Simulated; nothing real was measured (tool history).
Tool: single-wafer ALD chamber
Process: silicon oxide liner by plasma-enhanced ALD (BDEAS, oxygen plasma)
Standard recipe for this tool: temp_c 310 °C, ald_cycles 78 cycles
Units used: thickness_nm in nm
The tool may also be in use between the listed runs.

run	hour	temp_c	ald_cycles	wafers since the last listed run	hours since the last thermocouple change	hours since the gauge calibration	read-back reference wafer on the same gauge, thickness_nm	thickness_nm
1	0.0	310	78	0	1134.0	1260.9	6.588	7.048
2	38.4	310	85	135	1172.4	1299.3	6.590	7.646
3	84.0	310	85	161	1218.0	1344.9	6.587	7.714
4	154.8	321	78	250	1288.8	1415.7	6.589	6.961
5	184.9	321	78	106	1318.9	1445.8	6.589	6.906
6	212.0	321	78	95	1346.0	1472.9	6.590	6.967
7	271.9	310	78	211	1405.9	1532.8	6.590	7.067
8	339.6	299	88	239	1473.6	1600.5	6.589	8.035
9	389.3	299	88	175	1523.3	1650.2	6.590	8.068
10	447.6	310	78	205	1581.6	1708.5	6.590	7.058
11	492.1	310	78	157	1626.1	1753.0	6.593	7.083
12	516.6	310	78	86	1650.6	1777.5	6.587	7.082
13	573.3	301	78	200	1707.3	1834.2	6.592	7.150
14	637.9	301	78	228	1771.9	1898.8	6.593	7.115
15	675.1	310	78	131	1809.1	1936.0	6.593	7.042
# hour 752.6: gauge calibrated
16	822.3	310	78	520	1956.3	69.7	6.589	7.016
17	885.3	310	78	222	2019.3	132.7	6.588	7.042
# hour 935.3: thermocouple changed; heater temperature recalibrated
18	939.9	310	78	164	4.6	187.3	6.590	7.041
19	1004.9	310	78	229	69.6	252.3	6.593	7.064
20	1072.8	321	78	239	137.5	320.2	6.592	6.937
21	1143.2	300	92	248	207.9	390.6	6.590	8.436
22	1192.2	316	78	173	256.9	439.6	6.587	7.010
23	1224.6	310	69	114	289.3	472.0	6.592	6.244
24	1253.4	306	78	101	318.1	500.8	6.593	7.075
25	1280.2	303	89	94	344.9	527.6	6.586	8.094
26	1347.4	321	78	237	412.1	594.8	6.589	6.932
27	1387.9	310	78	143	452.6	635.3	6.588	7.044
28	1428.3	310	78	142	493.0	675.7	6.589	7.060
29	1480.2	310	84	183	544.9	727.6	6.591	7.569
30	1545.8	302	83	231	610.5	793.2	6.592	7.568
31	1585.4	310	92	139	650.1	832.8	6.592	8.283
32	1626.1	315	73	143	690.8	873.5	6.591	6.556
33	1657.3	296	82	110	722.0	904.7	6.592	7.622
34	1688.0	301	71	108	752.7	935.4	6.591	6.522
35	1736.8	306	91	172	801.5	984.2	6.589	8.215
36	1767.6	298	72	108	832.3	1015.0	6.589	6.633
37	1834.8	299	65	237	899.5	1082.2	6.591	5.990
38	1880.2	300	85	160	944.9	1127.6	6.591	7.771

Take each entry between the runs: how does the hidden state at the last listed run before it differ from the hidden state at the first listed run after it?
From run 15 to run 16: gauge calibrated (hour 752.6)
  the hidden state is the same at both runs
From run 17 to run 18: thermocouple changed; heater temperature recalibrated (hour 935.3)
  the hidden state is the same at both runs
